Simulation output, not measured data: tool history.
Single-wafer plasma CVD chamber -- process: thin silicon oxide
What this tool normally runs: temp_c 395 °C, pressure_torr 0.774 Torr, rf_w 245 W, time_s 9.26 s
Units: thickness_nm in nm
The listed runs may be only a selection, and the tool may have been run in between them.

run   hour  temp_c  pressure_torr  rf_w  time_s  read-back reference wafer on the same gauge, thickness_nm  thickness_nm
  1    0.0     395          0.914   245    9.26                                                     13.695        18.330
  2   35.0     395          0.774   245    9.26                                                     13.707        15.633
  3   54.8     395          0.774   245    9.26                                                     13.686        15.640
  4   67.0     395          0.774   245    9.26                                                     13.711        15.650
  5   87.7     395          0.774   245    8.83                                                     13.714        14.912
  6  100.2     395          0.774   245    8.83                                                     13.689        14.913
  7  117.7     395          0.774   245    8.83                                                     13.703        14.733
  8  146.6     395          0.774   245    9.26                                                     13.703        15.485
  9  179.7     395          0.774   245    9.26                                                     13.699        15.495
 10  198.6     395          0.774   245    9.26                                                     13.719        15.384
 11  229.0     395          0.693   245    9.26                                                     13.699        13.693
 12  249.1     395          0.774   245    9.26                                                     13.712        15.382
 13  264.0     395          0.597   245    9.26                                                     13.701        11.516
 14  279.9     395          0.774   245    9.26                                                     13.717        15.224
     301.0  -- gauge calibrated
 15  313.2     395          0.774   245    9.26                                                     13.698        15.423
 16  343.4     395          0.837   260    8.79                                                     13.711        16.065
 17  360.8     395          0.632   245    9.26                                                     13.706        12.227
     386.1  -- showerhead replaced
 18  388.4     385          0.774   245    9.26                                                     13.706        15.268
     405.2  -- capacitance manometer re-zeroed and calibrated
 19  405.7     387          0.941   290    9.26                                                     13.708        21.881
 20  413.9     405          0.702   245    9.26                                                     13.713        15.374
 21  449.2     395          0.774   245    9.26                                                     13.700        17.103
     490.6  -- RF generator calibrated
 22  491.1     395          0.774   245    9.26                                                     13.699        17.000
     509.2  -- thermocouple changed; heater temperature recalibrated
 23  509.7     395          0.774   245    9.26                                                     13.699        17.136
 24  526.9     388          0.953   230    7.98                                                     13.713        17.247
 25  544.5     395          0.658   280    9.26                                                     13.709        15.263
 26  571.0     395          0.774   245   10.18                                                     13.696        18.695
 27  602.2     385          0.659   245    8.49                                                     13.705        13.192
 28  673.3     395          0.774   245    9.26                                                     13.708        17.155
 29  702.9     383          0.919   270   10.60                                                     13.710        23.705

Here are 4 independent what-if runs from the current tool condition. What would each one return?
  A  703.3     395          0.774   245    9.26                                                          ?             ?
  B  703.3     384          0.606   245    8.18                                                          ?             ?
  C  703.3     395          0.774   245    7.59                                                          ?             ?
  D  703.3     395          0.890   270    9.26                                                          ?             ?

run  read-back reference wafer on the same gauge, thickness_nm  thickness_nm
  A                                                     13.711        17.000
  B                                                     13.711        11.649
  C                                                     13.711        13.941
  D                                                     13.711        20.082
With the hidden condition removed and each run's random variation left untouched, the same runs would have given:
run  thickness_nm
  A        16.932
  B        11.596
  C        13.885
  D        20.010
